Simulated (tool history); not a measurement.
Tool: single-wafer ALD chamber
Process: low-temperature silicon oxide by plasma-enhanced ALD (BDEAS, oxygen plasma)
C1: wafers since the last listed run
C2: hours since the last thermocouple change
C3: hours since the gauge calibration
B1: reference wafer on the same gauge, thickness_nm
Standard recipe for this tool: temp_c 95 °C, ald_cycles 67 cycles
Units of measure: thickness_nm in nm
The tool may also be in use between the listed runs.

run 1 day=0 | temp_c=105 ald_cycles=67 | C1=0 C2=2274.4 C3=15.8 | B1=8.481 | thickness_nm=9.344
run 2 day=0.55 | temp_c=105 ald_cycles=67 | C1=76 C2=2287.6 C3=29 | B1=8.48 | thickness_nm=9.244
run 3 day=0.8 | temp_c=95 ald_cycles=67 | C1=34 C2=2293.6 C3=35 | B1=8.481 | thickness_nm=9.565
run 4 day=1.246 | temp_c=95 ald_cycles=67 | C1=62 C2=2304.3 C3=45.7 | B1=8.487 | thickness_nm=9.549
run 5 day=1.717 | temp_c=95 ald_cycles=67 | C1=65 C2=2315.6 C3=57 | B1=8.503 | thickness_nm=9.57
run 6 day=2.775 | temp_c=95 ald_cycles=67 | C1=147 C2=2341 C3=82.4 | B1=8.493 | thickness_nm=9.533
run 7 day=3.433 | temp_c=95 ald_cycles=67 | C1=91 C2=2356.8 C3=98.2 | B1=8.5 | thickness_nm=9.541
run 8 day=3.904 | temp_c=95 ald_cycles=67 | C1=65 C2=2368.1 C3=109.5 | B1=8.501 | thickness_nm=9.586
run 9 day=4.179 | temp_c=95 ald_cycles=67 | C1=38 C2=2374.7 C3=116.1 | B1=8.479 | thickness_nm=9.553
run 10 day=4.717 | temp_c=95 ald_cycles=67 | C1=74 C2=2387.6 C3=129 | B1=8.488 | thickness_nm=9.507
run 11 day=5.104 | temp_c=95 ald_cycles=67 | C1=54 C2=2396.9 C3=138.3 | B1=8.498 | thickness_nm=9.6
run 12 day=5.675 | temp_c=95 ald_cycles=67 | C1=79 C2=2410.6 C3=152 | B1=8.486 | thickness_nm=9.493
run 13 day=6.175 | temp_c=95 ald_cycles=67 | C1=69 C2=2422.6 C3=164 | B1=8.501 | thickness_nm=9.618
run 14 day=6.583 | temp_c=95 ald_cycles=67 | C1=56 C2=2432.4 C3=173.8 | B1=8.482 | thickness_nm=9.51
run 15 day=7.15 | temp_c=95 ald_cycles=67 | C1=79 C2=2446 C3=187.4 | B1=8.475 | thickness_nm=9.659
run 16 day=7.854 | temp_c=95 ald_cycles=67 | C1=98 C2=2462.9 C3=204.3 | B1=8.498 | thickness_nm=9.655
run 17 day=8.179 | temp_c=85 ald_cycles=79 | C1=45 C2=2470.7 C3=212.1 | B1=8.487 | thickness_nm=11.648
run 18 day=8.558 | temp_c=87 ald_cycles=72 | C1=52 C2=2479.8 C3=221.2 | B1=8.487 | thickness_nm=10.622
run 19 day=8.842 | temp_c=95 ald_cycles=59 | C1=39 C2=2486.6 C3=228 | B1=8.494 | thickness_nm=8.354
run 20 day=9.525 | temp_c=95 ald_cycles=67 | C1=95 C2=2503 C3=244.4 | B1=8.489 | thickness_nm=9.538
-- day=10.792 gauge calibrated
-- day=11.596 thermocouple changed; heater temperature recalibrated
run 21 day=11.617 | temp_c=85 ald_cycles=80 | C1=245 C2=0.5 C3=19.8 | B1=8.492 | thickness_nm=11.881
run 22 day=12.662 | temp_c=85 ald_cycles=67 | C1=145 C2=25.6 C3=44.9 | B1=8.491 | thickness_nm=9.92
run 23 day=13.125 | temp_c=95 ald_cycles=55 | C1=64 C2=36.7 C3=56 | B1=8.476 | thickness_nm=7.909
run 24 day=13.4 | temp_c=90 ald_cycles=62 | C1=38 C2=43.3 C3=62.6 | B1=8.473 | thickness_nm=9.068
run 25 day=14.071 | temp_c=87 ald_cycles=67 | C1=93 C2=59.4 C3=78.7 | B1=8.481 | thickness_nm=9.866
run 26 day=14.446 | temp_c=87 ald_cycles=77 | C1=52 C2=68.4 C3=87.7 | B1=8.489 | thickness_nm=11.337
run 27 day=15.062 | temp_c=99 ald_cycles=67 | C1=85 C2=83.2 C3=102.5 | B1=8.49 | thickness_nm=9.506
run 28 day=15.662 | temp_c=102 ald_cycles=54 | C1=83 C2=97.6 C3=116.9 | B1=8.486 | thickness_nm=7.524
run 29 day=16.046 | temp_c=91 ald_cycles=79 | C1=53 C2=106.8 C3=126.1 | B1=8.491 | thickness_nm=11.461

Below are 3 alternative next runs, each starting from the tool's condition after run 29. Predict each:
run A day=16.067 | temp_c=91 ald_cycles=67 | C1=2 C2=107.3 C3=126.6 | B1=? | thickness_nm=?
run B day=16.067 | temp_c=108 ald_cycles=62 | C1=2 C2=107.3 C3=126.6 | B1=? | thickness_nm=?
run C day=16.067 | temp_c=85 ald_cycles=77 | C1=2 C2=107.3 C3=126.6 | B1=? | thickness_nm=?

run=A B1=8.492 thickness_nm=9.808
run=B B1=8.492 thickness_nm=8.618
run=C B1=8.492 thickness_nm=11.541
What these runs would have given with no unlogged condition in the tool:
run=A thickness_nm=9.808
run=B thickness_nm=8.618
run=C thickness_nm=11.541
